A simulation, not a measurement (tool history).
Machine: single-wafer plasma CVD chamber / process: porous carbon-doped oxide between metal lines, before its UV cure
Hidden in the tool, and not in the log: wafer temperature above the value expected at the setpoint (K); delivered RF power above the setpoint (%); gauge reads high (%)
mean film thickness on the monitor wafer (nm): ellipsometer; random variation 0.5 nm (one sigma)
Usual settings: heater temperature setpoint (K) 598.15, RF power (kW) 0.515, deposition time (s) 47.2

| run | hour | heater temperature setpoint (K) | RF power (kW) | deposition time (s) | wafers since the last listed run | hours since the last thermocouple change | hours since the last RF generator calibration | hours since the showerhead was replaced | hours since the gauge calibration | read-back reference wafer on the same gauge, thickness_nm | mean film thickness on the monitor wafer (nm) |
|---|---|---|---|---|---|---|---|---|---|---|---|
| 1 | 0.0 | 598.15 | 0.515 | 51.3 | 0 | 2035.1 | 861.4 | 3952.1 | 190.3 | 180.977 | 235.455 |
| 2 | 31.0 | 598.15 | 0.515 | 51.3 | 408 | 2066.1 | 892.4 | 3983.1 | 221.3 | 181.032 | 235.837 |
| 3 | 63.0 | 598.15 | 0.515 | 47.2 | 421 | 2098.1 | 924.4 | 4015.1 | 253.3 | 181.052 | 216.973 |
| 4 | 82.3 | 598.15 | 0.515 | 47.2 | 254 | 2117.4 | 943.7 | 4034.4 | 272.6 | 180.991 | 216.373 |
| 5 | 104.4 | 598.15 | 0.515 | 47.2 | 291 | 2139.5 | 965.8 | 4056.5 | 294.7 | 180.905 | 216.852 |
| 6 | 119.9 | 598.15 | 0.515 | 47.2 | 204 | 2155.0 | 981.3 | 4072.0 | 310.2 | 181.087 | 217.747 |
| 7 | 141.2 | 598.15 | 0.515 | 47.2 | 280 | 2176.3 | 1002.6 | 4093.3 | 331.5 | 180.914 | 216.645 |
| 8 | 160.6 | 598.15 | 0.485 | 42.3 | 255 | 2195.7 | 1022.0 | 4112.7 | 350.9 | 180.956 | 188.267 |
| 9 | 188.8 | 598.15 | 0.485 | 42.3 | 371 | 2223.9 | 1050.2 | 4140.9 | 379.1 | 181.056 | 189.378 |
| 10 | 201.2 | 598.15 | 0.515 | 47.2 | 163 | 2236.3 | 1062.6 | 4153.3 | 391.5 | 180.994 | 216.748 |
| 11 | 215.9 | 594.15 | 0.515 | 47.2 | 193 | 2251.0 | 1077.3 | 4168.0 | 406.2 | 180.935 | 220.690 |
| 12 | 251.2 | 594.15 | 0.515 | 47.2 | 465 | 2286.3 | 1112.6 | 4203.3 | 441.5 | 181.064 | 221.010 |
| 13 | 286.0 | 595.15 | 0.445 | 47.2 | 458 | 2321.1 | 1147.4 | 4238.1 | 476.3 | 181.110 | 203.009 |
|  | 302.4 | gauge calibrated |
| 14 | 313.5 | 595.15 | 0.445 | 47.2 | 362 | 2348.6 | 1174.9 | 4265.6 | 11.1 | 181.062 | 203.948 |
| 15 | 333.8 | 598.15 | 0.515 | 47.2 | 267 | 2368.9 | 1195.2 | 4285.9 | 31.4 | 180.862 | 217.330 |
|  | 360.6 | RF generator calibrated |
| 16 | 361.1 | 598.15 | 0.515 | 52.1 | 254 | 2396.2 | 0.5 | 4313.2 | 58.7 | 181.026 | 239.660 |
| 17 | 374.1 | 598.15 | 0.515 | 47.2 | 171 | 2409.2 | 13.5 | 4326.2 | 71.7 | 180.909 | 217.295 |
|  | 395.7 | thermocouple changed; heater temperature recalibrated |
| 18 | 396.2 | 598.15 | 0.515 | 47.2 | 185 | 0.5 | 35.6 | 4348.3 | 93.8 | 181.082 | 224.840 |
| 19 | 417.8 | 603.15 | 0.515 | 38.4 | 284 | 22.1 | 57.2 | 4369.9 | 115.4 | 181.152 | 177.952 |
|  | 443.7 | showerhead replaced |
| 20 | 444.2 | 612.15 | 0.585 | 47.2 | 242 | 48.5 | 83.6 | 0.5 | 141.8 | 180.880 | 223.399 |
| 21 | 466.0 | 598.15 | 0.515 | 41.9 | 287 | 70.3 | 105.4 | 22.3 | 163.6 | 180.947 | 198.657 |
| 22 | 480.9 | 611.15 | 0.480 | 52.4 | 196 | 85.2 | 120.3 | 37.2 | 178.5 | 180.994 | 223.447 |
| 23 | 586.1 | 598.15 | 0.515 | 47.2 | 1386 | 190.4 | 225.5 | 142.4 | 283.7 | 180.865 | 221.855 |
| 24 | 601.8 | 598.15 | 0.515 | 47.2 | 206 | 206.1 | 241.2 | 158.1 | 299.4 | 180.899 | 223.095 |
| 25 | 619.8 | 598.15 | 0.515 | 47.2 | 237 | 224.1 | 259.2 | 176.1 | 317.4 | 180.853 | 222.301 |
| 26 | 643.2 | 598.15 | 0.515 | 47.2 | 308 | 247.5 | 282.6 | 199.5 | 340.8 | 180.850 | 221.804 |
| 27 | 747.4 | 609.15 | 0.560 | 47.2 | 1373 | 351.7 | 386.8 | 303.7 | 445.0 | 181.083 | 219.263 |
| 28 | 759.7 | 612.15 | 0.600 | 53.6 | 162 | 364.0 | 399.1 | 316.0 | 457.3 | 181.120 | 253.974 |
| 29 | 792.2 | 598.15 | 0.515 | 47.2 | 428 | 396.5 | 431.6 | 348.5 | 489.8 | 180.993 | 221.632 |
| 30 | 820.2 | 608.15 | 0.515 | 47.2 | 368 | 424.5 | 459.6 | 376.5 | 517.8 | 181.048 | 209.138 |
| 31 | 839.5 | 598.15 | 0.515 | 47.2 | 254 | 443.8 | 478.9 | 395.8 | 537.1 | 180.908 | 220.185 |
| 32 | 854.2 | 611.15 | 0.435 | 50.4 | 193 | 458.5 | 493.6 | 410.5 | 551.8 | 181.057 | 201.300 |
| 33 | 873.9 | 584.15 | 0.460 | 38.4 | 259 | 478.2 | 513.3 | 430.2 | 571.5 | 181.052 | 183.448 |
|  | 894.0 | gauge calibrated |
| 34 | 899.5 | 586.15 | 0.605 | 50.0 | 337 | 503.8 | 538.9 | 455.8 | 5.5 | 180.909 | 271.306 |

Here are 3 independent what-if runs from the current tool condition. What would each one return?
| A | 899.9 | 612.15 | 0.515 | 47.2 | 5 | 504.2 | 539.3 | 456.2 | 5.9 | ? | ? |
| B | 899.9 | 598.15 | 0.560 | 40.4 | 5 | 504.2 | 539.3 | 456.2 | 5.9 | ? | ? |
| C | 899.9 | 598.15 | 0.515 | 44.7 | 5 | 504.2 | 539.3 | 456.2 | 5.9 | ? | ? |

| run | read-back reference wafer on the same gauge, thickness_nm | mean film thickness on the monitor wafer (nm) |
|---|---|---|
| A | 181.012 | 205.830 |
| B | 181.012 | 197.992 |
| C | 181.012 | 208.826 |
Without the tool's hidden state the same runs would have given:
| run | mean film thickness on the monitor wafer (nm) |
|---|---|
| A | 208.939 |
| B | 201.313 |
| C | 212.329 |
